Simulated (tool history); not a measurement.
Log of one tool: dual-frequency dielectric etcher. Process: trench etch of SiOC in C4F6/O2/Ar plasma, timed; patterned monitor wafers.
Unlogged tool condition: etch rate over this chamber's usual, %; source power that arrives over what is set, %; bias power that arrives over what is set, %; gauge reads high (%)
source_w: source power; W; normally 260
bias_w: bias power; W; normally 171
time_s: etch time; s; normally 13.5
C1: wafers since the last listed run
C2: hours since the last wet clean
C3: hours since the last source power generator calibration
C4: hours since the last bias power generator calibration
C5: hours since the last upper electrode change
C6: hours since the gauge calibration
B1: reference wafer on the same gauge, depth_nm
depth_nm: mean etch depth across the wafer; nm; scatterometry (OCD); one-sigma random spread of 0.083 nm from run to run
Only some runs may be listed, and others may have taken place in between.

{"run": 1, "hour": 0.0, "source_w": 240, "bias_w": 171, "time_s": 11, "C1": 0, "C2": 412.8, "C3": 2974.2, "C4": 3417.9, "C5": 4688.9, "C6": 101.6, "B1": 22.58, "depth_nm": 19.54}
{"run": 2, "hour": 10.5, "source_w": 260, "bias_w": 171, "time_s": 13.5, "C1": 157, "C2": 423.3, "C3": 2984.7, "C4": 3428.4, "C5": 4699.4, "C6": 112.1, "B1": 22.6, "depth_nm": 24.83}
{"run": 3, "hour": 22.7, "source_w": 260, "bias_w": 171, "time_s": 13.5, "C1": 183, "C2": 435.5, "C3": 2996.9, "C4": 3440.6, "C5": 4711.6, "C6": 124.3, "B1": 22.59, "depth_nm": 24.85}
{"run": 4, "hour": 31.4, "source_w": 260, "bias_w": 171, "time_s": 13.5, "C1": 130, "C2": 444.2, "C3": 3005.6, "C4": 3449.3, "C5": 4720.3, "C6": 133, "B1": 22.6, "depth_nm": 24.77}
{"run": 5, "hour": 41.6, "source_w": 260, "bias_w": 171, "time_s": 13.5, "C1": 153, "C2": 454.4, "C3": 3015.8, "C4": 3459.5, "C5": 4730.5, "C6": 143.2, "B1": 22.59, "depth_nm": 24.72}
{"run": 6, "hour": 85.2, "source_w": 260, "bias_w": 171, "time_s": 13.5, "C1": 654, "C2": 498, "C3": 3059.4, "C4": 3503.1, "C5": 4774.1, "C6": 186.8, "B1": 22.58, "depth_nm": 24.79}
{"run": 7, "hour": 97.9, "source_w": 260, "bias_w": 171, "time_s": 13.5, "C1": 190, "C2": 510.7, "C3": 3072.1, "C4": 3515.8, "C5": 4786.8, "C6": 199.5, "B1": 22.6, "depth_nm": 25.07}
{"run": 8, "hour": 113.2, "source_w": 230, "bias_w": 171, "time_s": 13.5, "C1": 229, "C2": 526, "C3": 3087.4, "C4": 3531.1, "C5": 4802.1, "C6": 214.8, "B1": 22.61, "depth_nm": 23.6}
{"run": 9, "hour": 130.6, "source_w": 230, "bias_w": 171, "time_s": 13.5, "C1": 261, "C2": 543.4, "C3": 3104.8, "C4": 3548.5, "C5": 4819.5, "C6": 232.2, "B1": 22.61, "depth_nm": 23.58}
{"run": 10, "hour": 139.1, "source_w": 230, "bias_w": 171, "time_s": 13.5, "C1": 127, "C2": 551.9, "C3": 3113.3, "C4": 3557, "C5": 4828, "C6": 240.7, "B1": 22.65, "depth_nm": 23.67}
{"hour": 144.2, "done": "source power generator calibrated"}
{"run": 11, "hour": 153.9, "source_w": 260, "bias_w": 171, "time_s": 13.5, "C1": 162, "C2": 566.7, "C3": 9.7, "C4": 3571.8, "C5": 4842.8, "C6": 255.5, "B1": 22.55, "depth_nm": 25.11}
{"run": 12, "hour": 165.5, "source_w": 260, "bias_w": 171, "time_s": 13.5, "C1": 174, "C2": 578.3, "C3": 21.3, "C4": 3583.4, "C5": 4854.4, "C6": 267.1, "B1": 22.58, "depth_nm": 25.12}
{"run": 13, "hour": 177.2, "source_w": 260, "bias_w": 171, "time_s": 14.5, "C1": 175, "C2": 590, "C3": 33, "C4": 3595.1, "C5": 4866.1, "C6": 278.8, "B1": 22.6, "depth_nm": 26.96}
{"run": 14, "hour": 192.4, "source_w": 260, "bias_w": 150, "time_s": 10.5, "C1": 228, "C2": 605.2, "C3": 48.2, "C4": 3610.3, "C5": 4881.3, "C6": 294, "B1": 22.57, "depth_nm": 18.93}
{"run": 15, "hour": 206.0, "source_w": 260, "bias_w": 140, "time_s": 13.5, "C1": 204, "C2": 618.8, "C3": 61.8, "C4": 3623.9, "C5": 4894.9, "C6": 307.6, "B1": 22.58, "depth_nm": 24}
{"hour": 223.5, "done": "gauge calibrated"}
{"hour": 233.8, "done": "wet clean of the chamber"}
{"run": 16, "hour": 234.3, "source_w": 280, "bias_w": 136, "time_s": 16.5, "C1": 64, "C2": 0.5, "C3": 90.1, "C4": 3652.2, "C5": 4923.2, "C6": 10.8, "B1": 22.59, "depth_nm": 28.66}
{"run": 17, "hour": 234.7, "source_w": 260, "bias_w": 171, "time_s": 13.5, "C1": 6, "C2": 0.9, "C3": 90.5, "C4": 3652.6, "C5": 4923.6, "C6": 11.2, "B1": 22.6, "depth_nm": 24.01}
{"run": 18, "hour": 242.7, "source_w": 280, "bias_w": 136, "time_s": 16.5, "C1": 120, "C2": 8.9, "C3": 98.5, "C4": 3660.6, "C5": 4931.6, "C6": 19.2, "B1": 22.6, "depth_nm": 28.85}
{"run": 19, "hour": 257.1, "source_w": 260, "bias_w": 171, "time_s": 13.5, "C1": 216, "C2": 23.3, "C3": 112.9, "C4": 3675, "C5": 4946, "C6": 33.6, "B1": 22.6, "depth_nm": 24.17}
{"run": 20, "hour": 268.4, "source_w": 260, "bias_w": 171, "time_s": 11.5, "C1": 169, "C2": 34.6, "C3": 124.2, "C4": 3686.3, "C5": 4957.3, "C6": 44.9, "B1": 22.59, "depth_nm": 20.6}
{"hour": 295.5, "done": "upper electrode replaced"}
{"run": 21, "hour": 296.0, "source_w": 260, "bias_w": 205, "time_s": 17.5, "C1": 54, "C2": 62.2, "C3": 151.8, "C4": 3713.9, "C5": 0.5, "C6": 72.5, "B1": 22.59, "depth_nm": 32.67}
{"run": 22, "hour": 298.1, "source_w": 260, "bias_w": 171, "time_s": 14.5, "C1": 31, "C2": 64.3, "C3": 153.9, "C4": 3716, "C5": 2.6, "C6": 74.6, "B1": 22.64, "depth_nm": 26.04}
{"hour": 307.4, "done": "bias power generator calibrated"}
{"run": 23, "hour": 310.2, "source_w": 310, "bias_w": 143, "time_s": 13.5, "C1": 121, "C2": 76.4, "C3": 166, "C4": 2.8, "C5": 14.7, "C6": 86.7, "B1": 22.61, "depth_nm": 25.06}
{"run": 24, "hour": 321.3, "source_w": 260, "bias_w": 171, "time_s": 13.5, "C1": 166, "C2": 87.5, "C3": 177.1, "C4": 13.9, "C5": 25.8, "C6": 97.8, "B1": 22.59, "depth_nm": 24.08}
{"run": 25, "hour": 336.0, "source_w": 260, "bias_w": 145, "time_s": 12, "C1": 220, "C2": 102.2, "C3": 191.8, "C4": 28.6, "C5": 40.5, "C6": 112.5, "B1": 22.58, "depth_nm": 20.7}
{"run": 26, "hour": 349.2, "source_w": 260, "bias_w": 192, "time_s": 13.5, "C1": 198, "C2": 115.4, "C3": 205, "C4": 41.8, "C5": 53.7, "C6": 125.7, "B1": 22.6, "depth_nm": 24.99}
{"run": 27, "hour": 361.9, "source_w": 310, "bias_w": 143, "time_s": 13.5, "C1": 190, "C2": 128.1, "C3": 217.7, "C4": 54.5, "C5": 66.4, "C6": 138.4, "B1": 22.6, "depth_nm": 25.34}
{"run": 28, "hour": 369.5, "source_w": 260, "bias_w": 171, "time_s": 13.5, "C1": 114, "C2": 135.7, "C3": 225.3, "C4": 62.1, "C5": 74, "C6": 146, "B1": 22.6, "depth_nm": 24.27}
{"run": 29, "hour": 406.1, "source_w": 220, "bias_w": 184, "time_s": 13.5, "C1": 549, "C2": 172.3, "C3": 261.9, "C4": 98.7, "C5": 110.6, "C6": 182.6, "B1": 22.58, "depth_nm": 22.95}

Here are 5 independent what-if runs from the current tool condition. What would each one return?
{"run": "A", "hour": 406.5, "source_w": 260, "bias_w": 171, "time_s": 16, "C1": 6, "C2": 172.7, "C3": 262.3, "C4": 99.1, "C5": 111, "C6": 183, "B1": "?", "depth_nm": "?"}
{"run": "B", "hour": 406.5, "source_w": 230, "bias_w": 188, "time_s": 11.5, "C1": 6, "C2": 172.7, "C3": 262.3, "C4": 99.1, "C5": 111, "C6": 183, "B1": "?", "depth_nm": "?"}
{"run": "C", "hour": 406.5, "source_w": 260, "bias_w": 141, "time_s": 15, "C1": 6, "C2": 172.7, "C3": 262.3, "C4": 99.1, "C5": 111, "C6": 183, "B1": "?", "depth_nm": "?"}
{"run": "D", "hour": 406.5, "source_w": 310, "bias_w": 210, "time_s": 12, "C1": 6, "C2": 172.7, "C3": 262.3, "C4": 99.1, "C5": 111, "C6": 183, "B1": "?", "depth_nm": "?"}
{"run": "E", "hour": 406.5, "source_w": 280, "bias_w": 140, "time_s": 12, "C1": 6, "C2": 172.7, "C3": 262.3, "C4": 99.1, "C5": 111, "C6": 183, "B1": "?", "depth_nm": "?"}

run=A B1=22.6 depth_nm=28.93
run=B B1=22.6 depth_nm=20.13
run=C B1=22.6 depth_nm=25.91
run=D B1=22.6 depth_nm=24.72
run=E B1=22.6 depth_nm=21.41
Take away the tool's hidden state, keep each run's random variation, and the runs would have read:
run=A depth_nm=28.56
run=B depth_nm=19.88
run=C depth_nm=25.58
run=D depth_nm=24.4
run=E depth_nm=21.14
